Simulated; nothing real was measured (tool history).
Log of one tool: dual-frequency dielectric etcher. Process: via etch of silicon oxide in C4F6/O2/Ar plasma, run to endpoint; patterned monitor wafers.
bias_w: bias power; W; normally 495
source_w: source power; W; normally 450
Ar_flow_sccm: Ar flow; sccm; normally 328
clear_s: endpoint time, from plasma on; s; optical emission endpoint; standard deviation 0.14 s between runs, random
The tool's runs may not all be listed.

run,hour,bias_w,source_w,Ar_flow_sccm,"incoming incoming film thickness, nm",clear_s
1,0,396,450,328,110,26.4
2,33.3,495,450,390,111.2,24.6
3,53.9,495,450,328,111.1,23.8
4,84.9,495,450,328,110.3,23.9
# hour 122.6: upper electrode replaced
# hour 122.8: wet clean of the chamber
5,123.1,495,450,328,110.4,24.6
6,123.5,495,450,328,110.7,24.7
# hour 134.6: bias power generator calibrated
# hour 174.1: wet clean of the chamber, repeated, since the last time left the tool worse
7,174.6,495,450,328,110.8,22.8
8,174.9,495,370,328,110.5,25
# hour 187.4: Ar flow controller replaced
9,196.4,619,480,363,110,20
10,231.7,495,450,328,110.4,22.8
# hour 242.6: source power generator calibrated
11,264.9,403,450,278,110.4,24.8
12,280.5,495,450,297,109.6,22.6
13,308.9,407,450,357,110.3,25.5
14,329.2,495,450,328,109.1,22.8

Each row is a separate what-if for the run after 14, all from the same tool condition, not one after another. Results?
A,329.6,495,450,328,110.1,?
B,329.6,380,520,328,110.1,?
C,329.6,495,370,295,110.1,?
D,329.6,427,510,401,110.1,?
E,329.6,549,380,291,110.1,?

run,clear_s
A,22.8
B,24.3
C,24.6
D,23.7
E,23.1
Stripped of hidden state, with their random variation kept, the same runs would have yielded:
run,clear_s
A,22.6
B,24.1
C,24.5
D,23.5
E,22.9
